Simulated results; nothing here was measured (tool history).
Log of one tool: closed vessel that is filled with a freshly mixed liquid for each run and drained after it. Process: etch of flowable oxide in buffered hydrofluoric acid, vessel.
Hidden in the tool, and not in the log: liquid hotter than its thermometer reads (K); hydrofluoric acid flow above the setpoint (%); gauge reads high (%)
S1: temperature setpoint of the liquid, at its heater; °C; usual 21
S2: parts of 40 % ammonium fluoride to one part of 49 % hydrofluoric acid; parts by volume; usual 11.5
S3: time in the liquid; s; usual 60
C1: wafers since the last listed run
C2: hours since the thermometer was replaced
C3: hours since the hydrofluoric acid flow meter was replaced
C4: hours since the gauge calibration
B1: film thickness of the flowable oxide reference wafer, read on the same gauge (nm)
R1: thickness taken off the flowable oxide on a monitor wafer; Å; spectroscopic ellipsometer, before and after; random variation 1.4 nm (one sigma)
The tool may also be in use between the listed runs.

run,hour,S1,S2,S3,C1,C2,C3,C4,B1,R1
1,0,21,11.5,60,0,1569.1,865.5,352.1,40.06,1652.4
2,34.3,21,11.5,60,3948,1603.4,899.8,386.4,40.02,1662.7
3,49.5,21,11.5,50,1749,1618.6,915,401.6,39.98,1388.6
4,69.8,21,11.5,50,2336,1638.9,935.3,421.9,40.01,1393.6
5,92.4,21,11.5,60,2601,1661.5,957.9,444.5,40.01,1676.2
6,118,21,11.5,60,2946,1687.1,983.5,470.1,40,1642.2
7,148.5,21,11.5,60,3510,1717.6,1014,500.6,40.03,1686.3
8,178.9,21,11.5,60,3499,1748,1044.4,531,40.04,1692.5
9,201.4,21,11.5,60,2590,1770.5,1066.9,553.5,40,1678.6
10,233.5,21,11.5,60,3695,1802.6,1099,585.6,40.02,1703.9
11,328.2,21,11.5,60,10901,1897.3,1193.7,680.3,40.01,1723.4
12,362.3,21,11.5,60,3925,1931.4,1227.8,714.4,40.01,1712.3
13,385.8,21,11.5,60,2705,1954.9,1251.3,737.9,40.02,1684.4
14,409.1,21,11.5,60,2682,1978.2,1274.6,761.2,40,1697.1
15,434.3,21,11.5,60,2900,2003.4,1299.8,786.4,39.97,1680.9
16,460.2,18.5,11.5,70,2981,2029.3,1325.7,812.3,39.98,1762.9
# hour 476.6: gauge calibrated
17,480.5,17,8.5,35,2336,2049.6,1346,3.9,40.03,1041.3
18,509.3,19,14.5,60,3315,2078.4,1374.8,32.7,40,1227.2
19,526.1,18.5,14,60,1933,2095.2,1391.6,49.5,40.01,1232.7
20,560.8,23.5,10,45,3994,2129.9,1426.3,84.2,39.98,1700.5
21,596.3,17,14.5,40,4086,2165.4,1461.8,119.7,39.95,741.2
22,622,17.5,8.5,60,2958,2191.1,1487.5,145.4,39.99,1836.8
# hour 626: hydrofluoric acid flow meter replaced
23,640.8,21,11.5,60,2049,2209.9,14.8,164.2,40.01,1729.9
24,676.5,21,11.5,75,4109,2245.6,50.5,199.9,40.01,2158.4
# hour 682: thermometer replaced
25,713,21,11.5,60,4086,31,87,236.4,40,1541.4
26,801.5,21,11.5,60,10187,119.5,175.5,324.9,40,1552.7
27,823.7,17,13.5,35,2555,141.7,197.7,347.1,40,609.8
28,853.8,21,11.5,60,3464,171.8,227.8,377.2,40.01,1518.4
29,875.5,17,10,35,2497,193.5,249.5,398.9,39.99,823.8
30,888.6,23,14,60,1507,206.6,262.6,412,39.98,1415.2
31,903.8,23,14,60,1749,221.8,277.8,427.2,40,1410.5

The tool's hidden state at each run:
hydrofluoric acid flow above the setpoint (%): 0 in every run
gauge reads high (%): 0 in every run
H1: liquid hotter than its thermometer reads (K)
run,H1
1,1.76
2,1.79
3,1.81
4,1.83
5,1.85
6,1.88
7,1.91
8,1.94
9,1.96
10,2
11,2.09
12,2.13
13,2.15
14,2.18
15,2.2
16,2.23
17,2.25
18,2.28
19,2.29
20,2.33
21,2.37
22,2.39
23,2.41
24,2.45
25,0.121
26,0.211
27,0.233
28,0.264
29,0.286
30,0.299
31,0.315

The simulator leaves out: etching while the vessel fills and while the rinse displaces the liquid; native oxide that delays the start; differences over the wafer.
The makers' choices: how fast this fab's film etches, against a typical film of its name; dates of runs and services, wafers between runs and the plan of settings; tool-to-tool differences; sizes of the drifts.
